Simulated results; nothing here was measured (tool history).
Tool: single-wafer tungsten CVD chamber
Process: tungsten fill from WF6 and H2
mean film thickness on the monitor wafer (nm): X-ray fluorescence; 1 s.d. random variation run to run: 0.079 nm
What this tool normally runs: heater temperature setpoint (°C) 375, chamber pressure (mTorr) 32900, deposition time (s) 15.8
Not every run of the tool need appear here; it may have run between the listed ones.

run	day	heater temperature setpoint (°C)	chamber pressure (mTorr)	deposition time (s)	wafers since the last listed run	hours since the last thermocouple change	hours since the last manometer calibration	hours since the showerhead was replaced	hours since the gauge calibration	read-back reference wafer on the same gauge, thickness_nm	mean film thickness on the monitor wafer (nm)
1	0.000	375	32900	15.8	0	931.4	1168.1	1903.6	917.8	33.304	28.520
2	2.692	375	32900	15.8	1415	996.0	1232.7	1968.2	982.4	33.289	28.488
3	4.354	375	32900	15.8	874	1035.9	1272.6	2008.1	1022.3	33.283	28.503
# day 5.046: thermocouple changed; heater temperature recalibrated
4	7.183	366	32900	15.8	1312	51.3	1340.5	2076.0	1090.2	33.300	23.033
5	9.367	366	32900	15.8	1148	103.7	1392.9	2128.4	1142.6	33.300	22.999
6	11.025	366	32900	15.8	872	143.5	1432.7	2168.2	1182.4	33.313	23.007
7	12.654	375	32900	15.8	857	182.6	1471.8	2207.3	1221.5	33.302	28.690
8	14.321	375	30600	15.8	876	222.6	1511.8	2247.3	1261.5	33.297	27.677
9	15.712	375	30600	15.8	732	256.0	1545.2	2280.7	1294.9	33.310	27.579
10	16.867	375	30600	15.8	607	283.7	1572.9	2308.4	1322.6	33.280	27.571
11	18.167	375	27700	13.8	683	314.9	1604.1	2339.6	1353.8	33.284	22.689
12	19.771	375	27700	13.8	843	353.4	1642.6	2378.1	1392.3	33.285	22.878
13	21.567	375	27700	13.8	944	396.5	1685.7	2421.2	1435.4	33.316	22.893
14	22.775	375	36700	15.8	635	425.5	1714.7	2450.2	1464.4	33.290	30.493
15	24.283	375	32900	15.8	793	461.7	1750.9	2486.4	1500.6	33.266	28.919
16	26.638	375	32900	15.8	1238	518.2	1807.4	2542.9	1557.1	33.287	28.645
17	29.483	369	32900	16.9	1497	586.5	1875.7	2611.2	1625.4	33.327	26.647
# day 30.496: gauge calibrated
18	31.267	375	32900	15.8	938	629.3	1918.5	2654.0	18.5	33.297	28.836
19	33.938	389	32900	15.8	1405	693.4	1982.6	2718.1	82.6	33.301	39.869
20	36.458	379	40500	17.3	1326	753.9	2043.1	2778.6	143.1	33.321	38.897
21	38.979	375	32900	15.8	1326	814.4	2103.6	2839.1	203.6	33.309	28.865
22	41.417	383	32900	15.8	1282	872.9	2162.1	2897.6	262.1	33.309	34.875
23	43.946	375	36100	15.8	1330	933.6	2222.8	2958.3	322.8	33.303	30.452
24	46.633	375	25200	14.4	1413	998.1	2287.3	3022.8	387.3	33.292	22.939
25	48.800	375	32900	15.8	1139	1050.1	2339.3	3074.8	439.3	33.305	29.164
# day 50.542: showerhead replaced
# day 50.879: capacitance manometer re-zeroed and calibrated
# day 51.083: thermocouple changed; heater temperature recalibrated
26	51.104	369	40200	16.9	754	0.5	5.4	13.5	494.6	33.324	28.824
27	52.488	387	26900	12.7	727	33.7	38.6	46.7	527.8	33.274	26.788
28	55.358	366	32900	15.8	1510	102.6	107.5	115.6	596.7	33.286	22.664
29	57.838	375	32900	15.8	1304	162.1	167.0	175.1	656.2	33.336	28.101
30	64.917	364	32900	13.2	3724	332.0	336.9	345.0	826.1	33.313	18.037
31	67.679	375	32900	15.8	1453	398.3	403.2	411.3	892.4	33.284	28.108
32	69.633	375	25600	13.0	1028	445.2	450.1	458.2	939.3	33.317	20.228

Hidden condition of the tool, last listed run before each entry between runs versus first listed run after:
Between runs 3 and 4: thermocouple changed; heater temperature recalibrated (day 5.046)
  true pressure above the setpoint (%): 2.35 -> 2.54
  measured minus no-state result, mean film thickness on the monitor wafer (nm): +0.348 -> +0.304
Between runs 17 and 18: gauge calibrated (day 30.496)
  true pressure above the setpoint (%): 4.4 -> 4.57
  measured minus no-state result, mean film thickness on the monitor wafer (nm): +0.598 -> +0.672
Between runs 25 and 26: showerhead replaced (day 50.542); capacitance manometer re-zeroed and calibrated (day 50.879); thermocouple changed; heater temperature recalibrated (day 51.083)
  true pressure above the setpoint (%): 6.51 -> -0.383
  measured minus no-state result, mean film thickness on the monitor wafer (nm): +0.953 -> -0.058

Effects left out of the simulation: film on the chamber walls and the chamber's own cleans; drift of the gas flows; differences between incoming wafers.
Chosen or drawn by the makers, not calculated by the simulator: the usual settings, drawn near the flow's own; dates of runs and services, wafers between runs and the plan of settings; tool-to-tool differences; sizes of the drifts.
